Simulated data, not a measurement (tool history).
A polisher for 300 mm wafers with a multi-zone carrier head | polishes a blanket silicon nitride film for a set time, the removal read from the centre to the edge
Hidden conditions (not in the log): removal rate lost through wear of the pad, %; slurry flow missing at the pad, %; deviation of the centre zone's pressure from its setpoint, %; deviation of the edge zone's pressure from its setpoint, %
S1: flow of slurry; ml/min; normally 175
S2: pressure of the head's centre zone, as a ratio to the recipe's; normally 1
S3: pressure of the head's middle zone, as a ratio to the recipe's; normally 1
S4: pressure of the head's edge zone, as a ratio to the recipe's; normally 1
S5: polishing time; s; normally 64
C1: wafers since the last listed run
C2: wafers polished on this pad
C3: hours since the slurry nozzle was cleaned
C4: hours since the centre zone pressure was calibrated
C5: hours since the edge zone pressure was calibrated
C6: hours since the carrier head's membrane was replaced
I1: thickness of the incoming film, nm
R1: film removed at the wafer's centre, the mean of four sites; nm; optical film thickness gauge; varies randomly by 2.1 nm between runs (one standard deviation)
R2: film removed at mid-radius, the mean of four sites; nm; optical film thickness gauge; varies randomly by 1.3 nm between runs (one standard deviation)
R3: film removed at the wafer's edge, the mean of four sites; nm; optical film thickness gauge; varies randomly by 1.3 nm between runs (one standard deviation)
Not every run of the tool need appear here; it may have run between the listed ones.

run 1 hour=0 | S1=175 S2=1 S3=1 S4=1 S5=64 | C1=0 C2=981 C3=10.7 C4=320.9 C5=286.2 C6=1033.1 | I1=618.3 | R1=158.5 R2=155 R3=156.2
run 2 hour=29 | S1=175 S2=1 S3=1 S4=1 S5=64 | C1=323 C2=1305 C3=39.7 C4=349.9 C5=315.2 C6=1062.1 | I1=620.2 | R1=159.4 R2=154.4 R3=155.3
run 3 hour=60.3 | S1=175 S2=1 S3=1 S4=1.09 S5=52 | C1=349 C2=1654 C3=71 C4=381.2 C5=346.5 C6=1093.4 | I1=621.6 | R1=128 R2=126.6 R3=133.2
-- hour=70.7 worn pad replaced by a new one
run 4 hour=82 | S1=175 S2=1 S3=1 S4=1.09 S5=52 | C1=197 C2=125 C3=92.7 C4=402.9 C5=368.2 C6=1115.1 | I1=610 | R1=131.2 R2=126.4 R3=130.4
run 5 hour=108.5 | S1=175 S2=1 S3=1 S4=1.09 S5=52 | C1=295 C2=421 C3=119.2 C4=429.4 C5=394.7 C6=1141.6 | I1=632.7 | R1=132 R2=127.9 R3=129.8
run 6 hour=126.2 | S1=155 S2=1 S3=1 S4=0.93 S5=64 | C1=197 C2=619 C3=136.9 C4=447.1 C5=412.4 C6=1159.3 | I1=622 | R1=157.2 R2=154 R3=148.5
run 7 hour=149.9 | S1=155 S2=1 S3=1 S4=0.93 S5=64 | C1=264 C2=883 C3=160.6 C4=470.8 C5=436.1 C6=1183 | I1=620.8 | R1=161.4 R2=153.1 R3=151.5
run 8 hour=178.1 | S1=175 S2=1 S3=1 S4=1 S5=64 | C1=314 C2=1198 C3=188.8 C4=499 C5=464.3 C6=1211.2 | I1=616 | R1=166.6 R2=155.9 R3=156.6
-- hour=193.2 carrier head's membrane replaced by a new one
run 9 hour=203 | S1=175 S2=1 S3=1 S4=1 S5=64 | C1=222 C2=1420 C3=213.7 C4=523.9 C5=489.2 C6=9.8 | I1=624.9 | R1=165.7 R2=156.4 R3=153.8
-- hour=210.9 worn pad replaced by a new one
run 10 hour=282.7 | S1=205 S2=1 S3=1.09 S4=1 S5=51 | C1=844 C2=801 C3=293.4 C4=603.6 C5=568.9 C6=89.5 | I1=618.8 | R1=136 R2=136.1 R3=126.4
run 11 hour=315 | S1=175 S2=1.05 S3=1 S4=1 S5=86 | C1=360 C2=1161 C3=325.7 C4=635.9 C5=601.2 C6=121.8 | I1=622 | R1=236.4 R2=208.6 R3=211.8
run 12 hour=332.9 | S1=175 S2=1 S3=1 S4=1 S5=64 | C1=199 C2=1361 C3=343.6 C4=653.8 C5=619.1 C6=139.7 | I1=619.8 | R1=169.9 R2=155.2 R3=155.9
run 13 hour=353 | S1=195 S2=1 S3=1 S4=0.92 S5=64 | C1=224 C2=1585 C3=363.7 C4=673.9 C5=639.2 C6=159.8 | I1=612.2 | R1=171.8 R2=156.8 R3=151.9
-- hour=361.2 slurry nozzle cleaned
-- hour=363.8 centre zone pressure recalibrated
-- hour=370.1 worn pad replaced by a new one
run 14 hour=372.5 | S1=175 S2=1 S3=1 S4=1 S5=64 | C1=139 C2=26 C3=11.3 C4=8.7 C5=658.7 C6=179.3 | I1=629.3 | R1=151 R2=154.8 R3=157.2
run 15 hour=395.7 | S1=175 S2=1 S3=1.05 S4=1 S5=64 | C1=258 C2=285 C3=34.5 C4=31.9 C5=681.9 C6=202.5 | I1=623.1 | R1=152.5 R2=161.9 R3=156.4
run 16 hour=423.1 | S1=175 S2=1 S3=1 S4=1 S5=64 | C1=305 C2=590 C3=61.9 C4=59.3 C5=709.3 C6=229.9 | I1=618.9 | R1=152.8 R2=156.9 R3=155.6
-- hour=435.1 edge zone pressure recalibrated
run 17 hour=455 | S1=175 S2=0.94 S3=1.11 S4=1 S5=57 | C1=333 C2=924 C3=93.8 C4=91.2 C5=19.9 C6=261.8 | I1=620.9 | R1=128 R2=151.9 R3=139.9
run 18 hour=473 | S1=155 S2=1 S3=1 S4=0.93 S5=64 | C1=200 C2=1125 C3=111.8 C4=109.2 C5=37.9 C6=279.8 | I1=618.7 | R1=147.6 R2=153.1 R3=149.1
-- hour=497.2 worn pad replaced by a new one
run 19 hour=498.1 | S1=175 S2=0.93 S3=1.09 S4=1 S5=64 | C1=235 C2=10 C3=136.9 C4=134.3 C5=63 C6=304.9 | I1=625.6 | R1=142.5 R2=166.2 R3=154.4
run 20 hour=518.6 | S1=210 S2=1.05 S3=1.11 S4=1.11 S5=64 | C1=228 C2=239 C3=157.4 C4=154.8 C5=83.5 C6=325.4 | I1=624.8 | R1=168.8 R2=175.7 R3=165.1
run 21 hour=554.3 | S1=175 S2=1 S3=1 S4=1 S5=64 | C1=398 C2=637 C3=193.1 C4=190.5 C5=119.2 C6=361.1 | I1=623 | R1=150.8 R2=154.4 R3=156.1
run 22 hour=586.5 | S1=175 S2=1.08 S3=1 S4=0.9 S5=58 | C1=359 C2=996 C3=225.3 C4=222.7 C5=151.4 C6=393.3 | I1=618.8 | R1=148.8 R2=140.9 R3=136.4
run 23 hour=619.4 | S1=175 S2=1.08 S3=1.07 S4=1 S5=64 | C1=367 C2=1363 C3=258.2 C4=255.6 C5=184.3 C6=426.2 | I1=633.5 | R1=168.7 R2=164.8 R3=155.5

3 ways to go on from here, each from the tool as it stands after run 23. What would each give?
run A hour=619.8 | S1=175 S2=1 S3=1 S4=1 S5=64 | C1=4 C2=1368 C3=258.6 C4=256 C5=184.7 C6=426.6 | I1=634.1 | R1=? R2=? R3=?
run B hour=619.8 | S1=175 S2=1 S3=1.04 S4=1 S5=64 | C1=4 C2=1368 C3=258.6 C4=256 C5=184.7 C6=426.6 | I1=634.1 | R1=? R2=? R3=?
run C hour=619.8 | S1=175 S2=1 S3=0.97 S4=0.89 S5=48 | C1=4 C2=1368 C3=258.6 C4=256 C5=184.7 C6=426.6 | I1=634.1 | R1=? R2=? R3=?

run=A R1=152.8 R2=154.6 R3=153.3
run=B R1=152.8 R2=159.9 R3=153.3
run=C R1=114.6 R2=113.1 R3=108.9
With the hidden condition removed and each run's random variation left untouched, the same runs would have given:
run=A R1=151.5 R2=154.6 R3=153.3
run=B R1=151.5 R2=159.9 R3=153.3
run=C R1=113.6 R2=113.1 R3=108.9

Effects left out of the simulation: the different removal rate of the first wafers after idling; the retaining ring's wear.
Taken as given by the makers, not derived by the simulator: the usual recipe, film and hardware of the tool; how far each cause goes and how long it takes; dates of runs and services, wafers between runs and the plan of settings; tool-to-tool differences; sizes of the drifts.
